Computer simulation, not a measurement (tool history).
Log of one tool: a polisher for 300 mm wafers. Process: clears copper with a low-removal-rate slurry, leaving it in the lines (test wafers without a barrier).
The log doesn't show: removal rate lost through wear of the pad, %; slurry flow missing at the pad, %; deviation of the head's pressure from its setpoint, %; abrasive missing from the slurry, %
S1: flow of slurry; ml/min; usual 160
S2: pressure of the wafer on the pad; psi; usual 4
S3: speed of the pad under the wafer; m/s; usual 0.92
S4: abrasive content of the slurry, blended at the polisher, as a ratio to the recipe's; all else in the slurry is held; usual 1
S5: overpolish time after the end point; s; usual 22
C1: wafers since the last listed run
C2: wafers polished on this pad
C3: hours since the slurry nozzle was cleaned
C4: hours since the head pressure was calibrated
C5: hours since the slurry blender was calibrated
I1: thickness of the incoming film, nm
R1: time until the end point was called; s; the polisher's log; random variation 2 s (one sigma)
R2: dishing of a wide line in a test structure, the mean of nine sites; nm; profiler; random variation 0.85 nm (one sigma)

run 1 hour=0 | S1=160 S2=4 S3=0.92 S4=1 S5=22 | C1=0 C2=1562 C3=204.3 C4=411.6 C5=337.8 | I1=327.5 | R1=103.4 R2=42
run 2 hour=55.5 | S1=160 S2=4 S3=0.92 S4=1 S5=22 | C1=428 C2=1991 C3=259.8 C4=467.1 C5=393.3 | I1=331.6 | R1=108.2 R2=43
run 3 hour=104.9 | S1=160 S2=4 S3=0.92 S4=1 S5=22 | C1=381 C2=2372 C3=309.2 C4=516.5 C5=442.7 | I1=325.2 | R1=103.7 R2=42.4
run 4 hour=165.8 | S1=160 S2=4 S3=0.92 S4=1 S5=22 | C1=470 C2=2843 C3=370.1 C4=577.4 C5=503.6 | I1=323.5 | R1=104.2 R2=41.2
run 5 hour=218.3 | S1=160 S2=4 S3=0.92 S4=1 S5=22 | C1=405 C2=3248 C3=422.6 C4=629.9 C5=556.1 | I1=328.5 | R1=104.7 R2=42.7
-- hour=247.1 slurry blender recalibrated
run 6 hour=283.8 | S1=160 S2=4 S3=0.92 S4=0.85 S5=22 | C1=490 C2=3738 C3=488.1 C4=695.4 C5=36.7 | I1=321.5 | R1=105.6 R2=41.4
run 7 hour=358 | S1=160 S2=4 S3=0.92 S4=1.2 S5=22 | C1=572 C2=4311 C3=562.3 C4=769.6 C5=110.9 | I1=328 | R1=104.5 R2=44.2
-- hour=383.7 worn pad replaced by a new one
run 8 hour=398.5 | S1=160 S2=4 S3=0.92 S4=0.8 S5=22 | C1=281 C2=114 C3=602.8 C4=810.1 C5=151.4 | I1=318.5 | R1=107.7 R2=41.4
run 9 hour=482.8 | S1=160 S2=4 S3=0.92 S4=1 S5=22 | C1=650 C2=765 C3=687.1 C4=894.4 C5=235.7 | I1=317.7 | R1=101.9 R2=42.5
run 10 hour=566.8 | S1=160 S2=4 S3=0.92 S4=1 S5=22 | C1=648 C2=1414 C3=771.1 C4=978.4 C5=319.7 | I1=324.7 | R1=104.9 R2=42.8
-- hour=603.7 slurry nozzle cleaned
run 11 hour=636.2 | S1=120 S2=4.7 S3=0.66 S4=1 S5=22 | C1=528 C2=1942 C3=32.5 C4=1047.8 C5=389.1 | I1=325 | R1=114.9 R2=40.8
run 12 hour=676.7 | S1=135 S2=4 S3=0.92 S4=1 S5=22 | C1=312 C2=2254 C3=73 C4=1088.3 C5=429.6 | I1=320.5 | R1=105.1 R2=42.4
-- hour=723.6 head pressure recalibrated
run 13 hour=768.7 | S1=160 S2=4 S3=1.08 S4=1 S5=22 | C1=694 C2=2949 C3=165 C4=45.1 C5=521.6 | I1=329 | R1=96.1 R2=45.6
run 14 hour=875.7 | S1=160 S2=4.9 S3=0.92 S4=1 S5=22 | C1=826 C2=3776 C3=272 C4=152.1 C5=628.6 | I1=325 | R1=86.2 R2=51.3
-- hour=949.3 slurry blender recalibrated
-- hour=954.2 worn pad replaced by a new one
run 15 hour=968.3 | S1=160 S2=3.1 S3=0.72 S4=1 S5=15 | C1=668 C2=108 C3=364.6 C4=244.7 C5=19 | I1=324.5 | R1=152.2 R2=21.6
run 16 hour=1037.5 | S1=130 S2=4.7 S3=0.92 S4=1 S5=18 | C1=534 C2=643 C3=433.8 C4=313.9 C5=88.2 | I1=319.1 | R1=88.8 R2=39.5
run 17 hour=1081.4 | S1=160 S2=5.3 S3=0.66 S4=1.1 S5=35 | C1=338 C2=981 C3=477.7 C4=357.8 C5=132.1 | I1=320.9 | R1=93.1 R2=67.3
run 18 hour=1184.5 | S1=200 S2=4 S3=0.92 S4=0.9 S5=22 | C1=796 C2=1778 C3=580.8 C4=460.9 C5=235.2 | I1=327.5 | R1=101.6 R2=41.5
run 19 hour=1249.6 | S1=160 S2=5.1 S3=0.92 S4=1 S5=22 | C1=502 C2=2280 C3=645.9 C4=526 C5=300.3 | I1=330.9 | R1=83.6 R2=52.1
run 20 hour=1325.3 | S1=160 S2=4 S3=0.92 S4=1 S5=22 | C1=584 C2=2865 C3=721.6 C4=601.7 C5=376 | I1=322 | R1=100.4 R2=42.6
-- hour=1333.2 slurry nozzle cleaned
run 21 hour=1399.2 | S1=160 S2=4 S3=0.92 S4=1 S5=22 | C1=562 C2=3428 C3=66 C4=675.6 C5=449.9 | I1=327.4 | R1=105.2 R2=40.5
run 22 hour=1442 | S1=160 S2=4 S3=0.92 S4=1 S5=22 | C1=330 C2=3758 C3=108.8 C4=718.4 C5=492.7 | I1=329.7 | R1=106.7 R2=41.7
run 23 hour=1499.1 | S1=160 S2=3.4 S3=0.92 S4=0.8 S5=26 | C1=440 C2=4199 C3=165.9 C4=775.5 C5=549.8 | I1=324.9 | R1=131.7 R2=41.8
run 24 hour=1540.2 | S1=160 S2=5.1 S3=0.72 S4=1 S5=22 | C1=317 C2=4517 C3=207 C4=816.6 C5=590.9 | I1=325.1 | R1=94.7 R2=45.3
-- hour=1572.4 slurry blender recalibrated
run 25 hour=1585.3 | S1=195 S2=5.1 S3=0.92 S4=1 S5=16 | C1=332 C2=4849 C3=252.1 C4=861.7 C5=12.9 | I1=325.1 | R1=79.7 R2=41.2
-- hour=1662.4 worn pad replaced by a new one
-- hour=1732.5 head pressure recalibrated
run 26 hour=1750.5 | S1=210 S2=4 S3=1 S4=1.1 S5=34 | C1=1229 C2=665 C3=417.3 C4=18 C5=178.1 | I1=327.3 | R1=95.6 R2=65.7
run 27 hour=1817.7 | S1=160 S2=5.2 S3=0.92 S4=1 S5=22 | C1=518 C2=1183 C3=484.5 C4=85.2 C5=245.3 | I1=330.5 | R1=83.4 R2=51.7
run 28 hour=1909.8 | S1=160 S2=4 S3=0.82 S4=0.85 S5=22 | C1=711 C2=1895 C3=576.6 C4=177.3 C5=337.4 | I1=327.1 | R1=121 R2=39.4
run 29 hour=2004.7 | S1=160 S2=4 S3=0.92 S4=1 S5=22 | C1=732 C2=2627 C3=671.5 C4=272.2 C5=432.3 | I1=323.4 | R1=101.3 R2=42.2

Forecast each of these 3 alternatives for the next run:
run A hour=2005.2 | S1=160 S2=4 S3=0.92 S4=1 S5=22 | C1=3 C2=2631 C3=672 C4=272.7 C5=432.8 | I1=324.8 | R1=? R2=?
run B hour=2005.2 | S1=180 S2=4 S3=0.92 S4=0.8 S5=22 | C1=3 C2=2631 C3=672 C4=272.7 C5=432.8 | I1=324.8 | R1=? R2=?
run C hour=2005.2 | S1=160 S2=4 S3=0.92 S4=1 S5=10 | C1=3 C2=2631 C3=672 C4=272.7 C5=432.8 | I1=324.8 | R1=? R2=?

run=A R1=105.9 R2=42.1
run=B R1=108.9 R2=41.1
run=C R1=105.9 R2=21.1
Without the tool's hidden state the same runs would have given:
run=A R1=105.9 R2=42.1
run=B R1=108.9 R2=41.1
run=C R1=105.9 R2=21.1
